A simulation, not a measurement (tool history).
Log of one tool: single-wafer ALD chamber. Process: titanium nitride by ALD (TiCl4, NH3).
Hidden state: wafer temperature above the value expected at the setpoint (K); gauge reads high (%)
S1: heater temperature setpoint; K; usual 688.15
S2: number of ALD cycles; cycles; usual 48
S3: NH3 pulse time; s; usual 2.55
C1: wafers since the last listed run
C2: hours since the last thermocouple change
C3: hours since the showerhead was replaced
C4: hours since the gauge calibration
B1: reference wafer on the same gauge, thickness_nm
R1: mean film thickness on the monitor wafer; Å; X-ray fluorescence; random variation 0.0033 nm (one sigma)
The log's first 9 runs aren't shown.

| run | hour | S1 | S2 | S3 | C1 | C2 | C3 | C4 | B1 | R1 |
|---|---|---|---|---|---|---|---|---|---|---|
| 10 | 369.2 | 691.15 | 52 | 2.55 | 204 | 1875.1 | 4668.0 | 901.9 | 0.940 | 11.44 |
| 11 | 418.8 | 688.15 | 48 | 2.55 | 302 | 1924.7 | 4717.6 | 951.5 | 0.940 | 10.57 |
| 12 | 489.5 | 688.15 | 48 | 2.55 | 431 | 1995.4 | 4788.3 | 1022.2 | 0.941 | 10.56 |
| 13 | 526.9 | 688.15 | 48 | 2.55 | 228 | 2032.8 | 4825.7 | 1059.6 | 0.940 | 10.63 |
| 14 | 645.0 | 688.15 | 53 | 3.13 | 720 | 2150.9 | 4943.8 | 1177.7 | 0.940 | 11.68 |
| 15 | 711.9 | 688.15 | 53 | 3.13 | 408 | 2217.8 | 5010.7 | 1244.6 | 0.941 | 11.72 |
| 16 | 760.3 | 691.15 | 52 | 2.55 | 295 | 2266.2 | 5059.1 | 1293.0 | 0.940 | 11.48 |
|  | 866.0 | thermocouple changed; heater temperature recalibrated |
| 17 | 915.7 | 677.15 | 54 | 1.60 | 899 | 49.7 | 5214.5 | 1448.4 | 0.941 | 11.65 |
| 18 | 978.4 | 675.15 | 54 | 1.72 | 382 | 112.4 | 5277.2 | 1511.1 | 0.940 | 11.67 |
| 19 | 1027.2 | 688.15 | 48 | 1.99 | 297 | 161.2 | 5326.0 | 1559.9 | 0.941 | 10.53 |
| 20 | 1072.5 | 688.15 | 48 | 2.55 | 276 | 206.5 | 5371.3 | 1605.2 | 0.940 | 10.60 |
| 21 | 1196.4 | 688.15 | 48 | 1.88 | 755 | 330.4 | 5495.2 | 1729.1 | 0.940 | 10.51 |
|  | 1206.1 | showerhead replaced |
| 22 | 1244.7 | 684.15 | 48 | 1.58 | 245 | 378.7 | 38.6 | 1777.4 | 0.940 | 10.35 |
|  | 1281.9 | gauge calibrated |
| 23 | 1301.3 | 688.15 | 48 | 2.55 | 345 | 435.3 | 95.2 | 19.4 | 0.940 | 10.56 |
| 24 | 1453.3 | 699.15 | 48 | 2.55 | 927 | 587.3 | 247.2 | 171.4 | 0.940 | 10.65 |
| 25 | 1520.0 | 697.15 | 52 | 2.20 | 406 | 654.0 | 313.9 | 238.1 | 0.940 | 11.45 |
| 26 | 1563.4 | 688.15 | 45 | 2.96 | 264 | 697.4 | 357.3 | 281.5 | 0.941 | 9.98 |
| 27 | 1621.6 | 688.15 | 45 | 2.55 | 355 | 755.6 | 415.5 | 339.7 | 0.940 | 9.92 |
| 28 | 1663.3 | 676.15 | 42 | 2.08 | 254 | 797.3 | 457.2 | 381.4 | 0.940 | 9.15 |
| 29 | 1713.5 | 688.15 | 48 | 2.55 | 306 | 847.5 | 507.4 | 431.6 | 0.940 | 10.59 |
| 30 | 1763.6 | 688.15 | 48 | 2.55 | 305 | 897.6 | 557.5 | 481.7 | 0.940 | 10.66 |

Forecast each of these 3 alternatives for the next run:
| A | 1764.1 | 688.15 | 48 | 3.33 | 3 | 898.1 | 558.0 | 482.2 | ? | ? |
| B | 1764.1 | 688.15 | 40 | 2.55 | 3 | 898.1 | 558.0 | 482.2 | ? | ? |
| C | 1764.1 | 688.15 | 48 | 1.54 | 3 | 898.1 | 558.0 | 482.2 | ? | ? |

| run | B1 | R1 |
|---|---|---|
| A | 0.940 | 10.67 |
| B | 0.940 | 8.83 |
| C | 0.940 | 10.38 |
Without the tool's hidden state the same runs would have given:
| run | R1 |
|---|---|
| A | 10.67 |
| B | 8.83 |
| C | 10.38 |

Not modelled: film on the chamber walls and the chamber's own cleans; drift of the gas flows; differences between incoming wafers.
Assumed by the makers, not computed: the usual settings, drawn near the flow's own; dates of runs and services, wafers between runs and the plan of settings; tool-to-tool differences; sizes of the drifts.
